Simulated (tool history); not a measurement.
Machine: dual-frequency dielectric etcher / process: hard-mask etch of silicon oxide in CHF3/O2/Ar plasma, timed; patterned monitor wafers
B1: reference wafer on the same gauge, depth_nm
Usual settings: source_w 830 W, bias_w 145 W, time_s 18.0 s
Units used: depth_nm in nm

Run 1, hour 0.0: usual settings; B1 40.09. Result: depth_nm 35.93 nm.
Run 2, hour 57.6: usual settings; B1 40.10. Result: depth_nm 35.75 nm.
Run 3, hour 99.1: usual settings; B1 40.06. Result: depth_nm 35.62 nm.
Run 4, hour 144.0: usual settings; B1 40.04. Result: depth_nm 35.42 nm.
Run 5, hour 212.6: usual settings; B1 40.10. Result: depth_nm 35.12 nm.
Run 6, hour 250.6: usual settings; B1 39.99. Result: depth_nm 34.48 nm.
At hour 280.2: wet clean of the chamber.
Run 7, hour 312.3: usual settings; B1 40.05. Result: depth_nm 36.16 nm.
Run 8, hour 343.4: usual settings but source_w 990 W; B1 40.09. Result: depth_nm 38.38 nm.
Run 9, hour 410.7: usual settings but source_w 990 W; B1 40.06. Result: depth_nm 38.32 nm.
At hour 412.0: gauge calibrated.
Run 10, hour 561.5: usual settings; B1 40.01. Result: depth_nm 35.21 nm.
Run 11, hour 612.6: usual settings; B1 39.97. Result: depth_nm 35.44 nm.
At hour 675.6: wet clean of the chamber.
Run 12, hour 684.5: usual settings; B1 39.98. Result: depth_nm 36.66 nm.
At hour 714.1: upper electrode replaced.
Run 13, hour 742.4: usual settings but time_s 20.0 s; B1 39.91. Result: depth_nm 41.01 nm.
Run 14, hour 793.3: usual settings but time_s 14.5 s; B1 39.99. Result: depth_nm 29.38 nm.
Run 15, hour 845.7: usual settings; B1 40.01. Result: depth_nm 36.28 nm.
Run 16, hour 912.5: usual settings but source_w 770 W; B1 40.04. Result: depth_nm 35.25 nm.
At hour 1053.5: bias power generator calibrated.
At hour 1088.2: wet clean of the chamber.
Run 17, hour 1088.7: usual settings but source_w 770 W, bias_w 178 W, time_s 12.5 s; B1 40.01. Result: depth_nm 26.47 nm.
Run 18, hour 1099.7: usual settings; B1 40.01. Result: depth_nm 36.82 nm.
Run 19, hour 1125.1: usual settings; B1 39.93. Result: depth_nm 36.55 nm.
At hour 1154.8: source power generator calibrated.
Run 20, hour 1193.0: usual settings but bias_w 117 W; B1 40.00. Result: depth_nm 34.22 nm.
Run 21, hour 1273.5: usual settings but source_w 890 W, bias_w 166 W, time_s 14.5 s; B1 39.99. Result: depth_nm 30.43 nm.
Run 22, hour 1336.3: usual settings; B1 39.94. Result: depth_nm 35.72 nm.
Run 23, hour 1395.1: usual settings but source_w 900 W, bias_w 157 W, time_s 16.5 s; B1 40.00. Result: depth_nm 34.18 nm.
Run 24, hour 1464.6: usual settings but source_w 630 W, bias_w 129 W; B1 39.96. Result: depth_nm 31.35 nm.
Run 25, hour 1495.5: usual settings; B1 39.99. Result: depth_nm 35.23 nm.
Run 26, hour 1539.6: usual settings but bias_w 158 W, time_s 13.0 s; B1 40.03. Result: depth_nm 25.76 nm.
At hour 1566.2: wet clean of the chamber.
Run 27, hour 1582.6: usual settings but source_w 1030 W; B1 40.01. Result: depth_nm 39.84 nm.
Run 28, hour 1652.4: usual settings but source_w 1010 W, bias_w 180 W, time_s 19.5 s; B1 40.01. Result: depth_nm 44.45 nm.
At hour 1692.0: gauge calibrated.
Run 29, hour 1709.9: usual settings; B1 39.95. Result: depth_nm 36.20 nm.

State the hidden condition of the tool at each of the runs:
source power that arrives over what is set, %: 0 in every run
bias power that arrives over what is set, %: 0 in every run
gauge reads high (%): 0 in every run
H1: etch rate over this chamber's usual, %
run       H1
  1     -2.2
  2    -2.88
  3    -3.37
  4     -3.9
  5    -4.71
  6    -5.16
  7     -1.4
  8    -1.77
  9    -2.57
 10    -4.35
 11    -4.95
 12   0.0425
 13   -0.642
 14    -1.24
 15    -1.86
 16    -2.65
 17   -0.447
 18   -0.577
 19   -0.877
 20    -1.68
 21    -2.63
 22    -3.37
 23    -4.07
 24    -4.89
 25    -5.26
 26    -5.78
 27  -0.0352
 28    -0.86
 29    -1.54
